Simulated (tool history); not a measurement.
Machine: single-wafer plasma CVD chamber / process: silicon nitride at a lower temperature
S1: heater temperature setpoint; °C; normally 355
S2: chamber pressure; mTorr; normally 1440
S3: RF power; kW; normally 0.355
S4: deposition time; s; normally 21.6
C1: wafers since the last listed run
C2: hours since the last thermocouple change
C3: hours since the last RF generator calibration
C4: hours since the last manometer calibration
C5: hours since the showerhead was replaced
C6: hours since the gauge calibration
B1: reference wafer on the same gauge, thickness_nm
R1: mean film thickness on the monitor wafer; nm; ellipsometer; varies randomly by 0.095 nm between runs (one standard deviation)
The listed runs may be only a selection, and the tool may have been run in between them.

run   hour   S1    S2     S3    S4    C1     C2     C3      C4      C5     C6      B1      R1
  1    0.0  355  1440  0.355  21.6     0    3.4   14.2  1241.6  3756.4  365.9  29.909  28.603
  2   15.5  355  1440  0.355  21.6   421   18.9   29.7  1257.1  3771.9  381.4  29.893  28.486
  3   28.0  355  1440  0.355  21.6   340   31.4   42.2  1269.6  3784.4  393.9  29.882  28.535
      40.9  -- capacitance manometer re-zeroed and calibrated
      44.6  -- showerhead replaced
  4   55.0  355  1440  0.315  21.6   416   58.4   69.2    14.1    10.4  420.9  29.907  27.089
  5   64.2  355  1440  0.315  21.6   250   67.6   78.4    23.3    19.6  430.1  29.903  27.079
  6   72.1  355  1440  0.355  21.6   214   75.5   86.3    31.2    27.5  438.0  29.891  28.602
  7   88.7  355  1800  0.355  22.8   451   92.1  102.9    47.8    44.1  454.6  29.895  31.854
  8  100.5  345  1310  0.355  21.6   320  103.9  114.7    59.6    55.9  466.4  29.883  27.874
  9  144.3  365  1140  0.375  24.3  1191  147.7  158.5   103.4    99.7  510.2  29.908  30.624
 10  155.0  365  1770  0.310  24.7   291  158.4  169.2   114.1   110.4  520.9  29.916  32.174
 11  180.4  348  1440  0.355  21.6   690  183.8  194.6   139.5   135.8  546.3  29.902  28.267
 12  190.8  355  1440  0.420  25.5   282  194.2  205.0   149.9   146.2  556.7  29.906  36.285
     233.4  -- gauge calibrated
 13  241.6  343  1440  0.355  21.6  1381  245.0  255.8   200.7   197.0    8.2  29.887  28.467
 14  251.8  355  1440  0.355  21.6   277  255.2  266.0   210.9   207.2   18.4  29.906  28.432
 15  265.8  355  1440  0.355  21.6   380  269.2  280.0   224.9   221.2   32.4  29.917  28.252
 16  281.4  355  1440  0.355  21.6   424  284.8  295.6   240.5   236.8   48.0  29.909  28.376
 17  290.8  347  1440  0.335  21.6   255  294.2  305.0   249.9   246.2   57.4  29.908  27.669
 18  303.3  355  1650  0.320  21.6   340  306.7  317.5   262.4   258.7   69.9  29.911  27.974
 19  314.0  359  1190  0.355  23.4   291  317.4  328.2   273.1   269.4   80.6  29.908  29.068
 20  330.6  355  1440  0.355  21.6   451  334.0  344.8   289.7   286.0   97.2  29.902  28.246
 21  346.0  362  1440  0.380  25.1   418  349.4  360.2   305.1   301.4  112.6  29.899  33.760
 22  361.8  355  1440  0.405  21.6   429  365.2  376.0   320.9   317.2  128.4  29.880  30.012
 23  371.5  360  1780  0.400  21.6   263  374.9  385.7   330.6   326.9  138.1  29.883  31.367
 24  385.7  355  1440  0.355  21.6   386  389.1  399.9   344.8   341.1  152.3  29.893  28.327

The next listed run, before its measurement:
 25  399.4  355  1610  0.355  18.7  372  402.8  413.6  358.5  354.8  166.0   ?   ?

{"run 25": {"B1": 29.92, "R1": 25.249}}
With the hidden condition absent and the run-to-run variation left alone, this run would have shown R1 25.628 nm.
